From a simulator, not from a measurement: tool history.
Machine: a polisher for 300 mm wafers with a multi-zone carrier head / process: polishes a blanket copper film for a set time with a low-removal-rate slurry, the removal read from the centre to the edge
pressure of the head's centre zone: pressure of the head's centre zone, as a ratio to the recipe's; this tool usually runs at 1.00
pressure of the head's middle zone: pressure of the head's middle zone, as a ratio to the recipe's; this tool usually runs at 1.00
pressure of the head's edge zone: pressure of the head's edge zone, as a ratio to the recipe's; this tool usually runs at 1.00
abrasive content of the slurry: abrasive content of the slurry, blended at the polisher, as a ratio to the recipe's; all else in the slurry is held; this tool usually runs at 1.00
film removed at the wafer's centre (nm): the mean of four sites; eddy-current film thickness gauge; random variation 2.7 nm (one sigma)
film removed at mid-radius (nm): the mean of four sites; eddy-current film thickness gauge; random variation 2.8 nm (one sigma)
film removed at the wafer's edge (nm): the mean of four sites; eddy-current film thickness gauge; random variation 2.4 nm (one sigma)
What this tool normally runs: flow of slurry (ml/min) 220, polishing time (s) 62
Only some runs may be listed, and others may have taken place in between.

run,hour,flow of slurry (ml/min),pressure of the head's centre zone,pressure of the head's middle zone,pressure of the head's edge zone,abrasive content of the slurry,polishing time (s),wafers since the last listed run,wafers polished on this pad,hours since the slurry nozzle was cleaned,hours since the centre zone pressure was calibrated,hours since the edge zone pressure was calibrated,hours since the carrier head's membrane was replaced,"incoming thickness of the incoming film, nm",film removed at the wafer's centre (nm),film removed at mid-radius (nm),film removed at the wafer's edge (nm)
1,0.0,220,1.00,1.00,1.00,1.00,62,0,654,199.2,1375.2,702.0,911.1,836.1,192.9,187.1,191.2
2,10.9,220,1.00,1.00,1.00,1.00,62,117,771,210.1,1386.1,712.9,922.0,851.2,189.1,187.0,189.4
3,22.5,220,1.00,1.00,1.00,1.00,62,125,897,221.7,1397.7,724.5,933.6,838.1,189.9,183.5,188.5
4,53.8,220,1.00,1.00,1.00,1.00,62,338,1235,253.0,1429.0,755.8,964.9,836.5,179.3,175.0,181.4
5,62.1,220,1.00,1.00,1.00,1.00,62,89,1325,261.3,1437.3,764.1,973.2,835.3,177.9,170.6,175.8
# hour 83.3: worn pad replaced by a new one
# hour 99.6: edge zone pressure recalibrated
6,109.5,220,1.00,0.94,1.00,0.80,62,447,261,308.7,1484.7,9.9,1020.6,826.9,189.4,168.3,183.1
7,122.1,220,1.00,0.94,1.00,0.80,62,136,397,321.3,1497.3,22.5,1033.2,840.6,185.9,173.2,182.5
# hour 128.9: carrier head's membrane replaced by a new one
8,134.9,220,1.09,1.00,1.00,1.00,62,84,482,334.1,1510.1,35.3,6.0,848.4,207.7,189.6,198.8
9,141.9,220,1.00,1.00,1.00,1.00,62,75,557,341.1,1517.1,42.3,13.0,846.2,191.9,187.2,191.2
10,155.6,220,1.07,1.00,1.00,1.15,62,148,706,354.8,1530.8,56.0,26.7,823.8,216.0,194.0,194.9
11,168.2,295,1.05,1.07,1.05,1.00,62,136,842,367.4,1543.4,68.6,39.3,836.2,202.3,209.5,196.8
# hour 175.9: centre zone pressure recalibrated
12,176.4,220,1.00,1.00,1.00,1.00,62,67,909,375.6,0.5,76.8,47.5,836.0,185.4,180.9,187.8
13,187.8,250,1.06,1.11,1.00,0.90,62,123,1032,387.0,11.9,88.2,58.9,841.8,190.9,192.0,177.4
14,195.4,220,1.00,1.00,1.00,1.00,62,82,1114,394.6,19.5,95.8,66.5,851.5,182.9,176.6,183.6
# hour 212.2: worn pad replaced by a new one
15,212.7,220,1.00,1.00,1.00,1.00,62,143,5,411.9,36.8,113.1,83.8,841.9,197.0,188.3,195.2
16,219.1,220,1.00,0.90,1.00,1.00,52,69,74,418.3,43.2,119.5,90.2,858.4,164.5,149.5,167.9
17,225.3,255,1.00,1.00,1.00,1.00,62,67,141,424.5,49.4,125.7,96.4,840.8,201.7,197.3,198.0
# hour 231.0: slurry nozzle cleaned
18,240.0,220,1.00,1.09,1.00,1.00,62,148,290,9.0,64.1,140.4,111.1,832.3,199.9,207.4,196.1
19,283.6,220,1.00,1.00,1.00,1.25,72,471,761,52.6,107.7,184.0,154.7,833.5,236.9,225.5,234.5
20,292.2,245,0.92,1.05,1.00,0.90,62,93,854,61.2,116.3,192.6,163.3,843.0,178.5,189.8,182.4
21,308.6,220,1.00,1.00,1.00,1.25,72,177,1032,77.6,132.7,209.0,179.7,821.6,230.0,216.5,225.4

Run 22 comes next. What will it give?
22,326.1,220,0.88,0.96,1.00,0.80,62,189,1221,95.1,150.2,226.5,197.2,843.1,?,?,?

{"run 22": {"film removed at the wafer's centre (nm)": 161.5, "film removed at mid-radius (nm)": 160.0, "film removed at the wafer's edge (nm)": 173.3}}
With no hidden state in the tool, this same run would have given film removed at the wafer's centre (nm) 177.1, film removed at mid-radius (nm) 175.5, film removed at the wafer's edge (nm) 190.1.
